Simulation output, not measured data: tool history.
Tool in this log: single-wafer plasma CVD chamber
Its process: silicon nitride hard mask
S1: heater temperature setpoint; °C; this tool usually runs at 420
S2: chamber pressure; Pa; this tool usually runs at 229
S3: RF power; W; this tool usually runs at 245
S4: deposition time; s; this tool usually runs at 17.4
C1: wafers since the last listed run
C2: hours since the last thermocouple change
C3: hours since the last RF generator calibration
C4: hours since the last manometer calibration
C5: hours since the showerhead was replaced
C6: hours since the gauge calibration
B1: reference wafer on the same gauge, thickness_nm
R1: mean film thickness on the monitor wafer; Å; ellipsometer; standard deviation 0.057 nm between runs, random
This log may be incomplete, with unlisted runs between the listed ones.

| run | hour | S1 | S2 | S3 | S4 | C1 | C2 | C3 | C4 | C5 | C6 | B1 | R1 |
|---|---|---|---|---|---|---|---|---|---|---|---|---|---|
| 1 | 0 | 420 | 253 | 225 | 17.4 | 0 | 62.6 | 488.2 | 1961.6 | 3577.6 | 532.1 | 17.898 | 182.64 |
| 2 | 50.5 | 420 | 229 | 245 | 17.4 | 1698 | 113.1 | 538.7 | 2012.1 | 3628.1 | 582.6 | 17.892 | 183.23 |
|  | 190.3 | capacitance manometer re-zeroed and calibrated |
| 3 | 273.8 | 409 | 229 | 245 | 17.4 | 7242 | 336.4 | 762 | 83.5 | 3851.4 | 805.9 | 17.908 | 179.98 |
| 4 | 349.4 | 420 | 229 | 245 | 17.4 | 2542 | 412 | 837.6 | 159.1 | 3927 | 881.5 | 17.891 | 177.99 |
| 5 | 431.8 | 434 | 229 | 245 | 15.5 | 2771 | 494.4 | 920 | 241.5 | 4009.4 | 963.9 | 17.896 | 157.87 |
| 6 | 539.6 | 420 | 229 | 245 | 17.4 | 3626 | 602.2 | 1027.8 | 349.3 | 4117.2 | 1071.7 | 17.879 | 177.02 |
| 7 | 617.1 | 420 | 229 | 245 | 17.4 | 2606 | 679.7 | 1105.3 | 426.8 | 4194.7 | 1149.2 | 17.895 | 177.25 |
| 8 | 656.6 | 409 | 229 | 215 | 17.4 | 1328 | 719.2 | 1144.8 | 466.3 | 4234.2 | 1188.7 | 17.9 | 168.23 |
| 9 | 731.7 | 410 | 253 | 245 | 17.4 | 2526 | 794.3 | 1219.9 | 541.4 | 4309.3 | 1263.8 | 17.923 | 186.21 |
| 10 | 795.4 | 411 | 211 | 245 | 18.4 | 2142 | 858 | 1283.6 | 605.1 | 4373 | 1327.5 | 17.903 | 182.17 |
| 11 | 847.9 | 420 | 229 | 245 | 17.4 | 1765 | 910.5 | 1336.1 | 657.6 | 4425.5 | 1380 | 17.903 | 177.84 |
|  | 894.8 | showerhead replaced |
| 12 | 953.7 | 420 | 229 | 200 | 17.4 | 3289 | 1016.3 | 1441.9 | 763.4 | 58.9 | 1485.8 | 17.901 | 162.19 |
| 13 | 1044.8 | 427 | 229 | 245 | 17.4 | 3064 | 1107.4 | 1533 | 854.5 | 150 | 1576.9 | 17.874 | 177.03 |
| 14 | 1116.6 | 420 | 229 | 245 | 17.4 | 2415 | 1179.2 | 1604.8 | 926.3 | 221.8 | 1648.7 | 17.89 | 178.46 |
| 15 | 1160.9 | 406 | 205 | 210 | 17.4 | 1490 | 1223.5 | 1649.1 | 970.6 | 266.1 | 1693 | 17.897 | 160.16 |
|  | 1199.7 | RF generator calibrated |
| 16 | 1251.1 | 420 | 229 | 205 | 17.4 | 2764 | 1313.7 | 51.4 | 1060.8 | 356.3 | 1783.2 | 17.904 | 168.8 |
| 17 | 1333.7 | 420 | 229 | 245 | 17.4 | 2778 | 1396.3 | 134 | 1143.4 | 438.9 | 1865.8 | 17.884 | 182.38 |
| 18 | 1371.7 | 420 | 197 | 210 | 19.5 | 1278 | 1434.3 | 172 | 1181.4 | 476.9 | 1903.8 | 17.875 | 178.2 |
| 19 | 1433 | 425 | 277 | 245 | 14.2 | 2061 | 1495.6 | 233.3 | 1242.7 | 538.2 | 1965.1 | 17.894 | 158.77 |
| 20 | 1512.5 | 427 | 229 | 285 | 20.6 | 2674 | 1575.1 | 312.8 | 1322.2 | 617.7 | 2044.6 | 17.913 | 229.88 |
| 21 | 1573.2 | 429 | 201 | 245 | 17.4 | 2041 | 1635.8 | 373.5 | 1382.9 | 678.4 | 2105.3 | 17.91 | 170.81 |
| 22 | 1632.2 | 433 | 229 | 245 | 20.3 | 1984 | 1694.8 | 432.5 | 1441.9 | 737.4 | 2164.3 | 17.913 | 211.2 |
| 23 | 1673.7 | 420 | 229 | 215 | 17.4 | 1395 | 1736.3 | 474 | 1483.4 | 778.9 | 2205.8 | 17.896 | 170.63 |
|  | 1699.4 | thermocouple changed; heater temperature recalibrated |
| 24 | 1726.4 | 420 | 229 | 245 | 17.4 | 1503 | 27 | 526.7 | 1536.1 | 831.6 | 2258.5 | 17.91 | 181.81 |
| 25 | 1803 | 420 | 229 | 245 | 17.4 | 2576 | 103.6 | 603.3 | 1612.7 | 908.2 | 2335.1 | 17.877 | 181.18 |
| 26 | 1868.3 | 410 | 197 | 280 | 15.8 | 2196 | 168.9 | 668.6 | 1678 | 973.5 | 2400.4 | 17.91 | 165.21 |
| 27 | 1936.8 | 420 | 229 | 245 | 17.4 | 2304 | 237.4 | 737.1 | 1746.5 | 1042 | 2468.9 | 17.909 | 182.54 |

Here are 5 independent what-if runs from the current tool condition. What would each one return?
| A | 1937.2 | 420 | 268 | 245 | 17.4 | 13 | 237.8 | 737.5 | 1746.9 | 1042.4 | 2469.3 | ? | ? |
| B | 1937.2 | 405 | 229 | 245 | 17.4 | 13 | 237.8 | 737.5 | 1746.9 | 1042.4 | 2469.3 | ? | ? |
| C | 1937.2 | 412 | 261 | 270 | 20.1 | 13 | 237.8 | 737.5 | 1746.9 | 1042.4 | 2469.3 | ? | ? |
| D | 1937.2 | 420 | 269 | 215 | 17.4 | 13 | 237.8 | 737.5 | 1746.9 | 1042.4 | 2469.3 | ? | ? |
| E | 1937.2 | 420 | 211 | 260 | 17.4 | 13 | 237.8 | 737.5 | 1746.9 | 1042.4 | 2469.3 | ? | ? |

| run | B1 | R1 |
|---|---|---|
| A | 17.908 | 191.73 |
| B | 17.908 | 182.62 |
| C | 17.908 | 230.41 |
| D | 17.908 | 180.92 |
| E | 17.908 | 180.22 |
The same runs, with their run-to-run variation unchanged, on a tool lacking any hidden condition would have given:
| run | R1 |
|---|---|
| A | 192.97 |
| B | 183.57 |
| C | 231.9 |
| D | 182.3 |
| E | 181.03 |
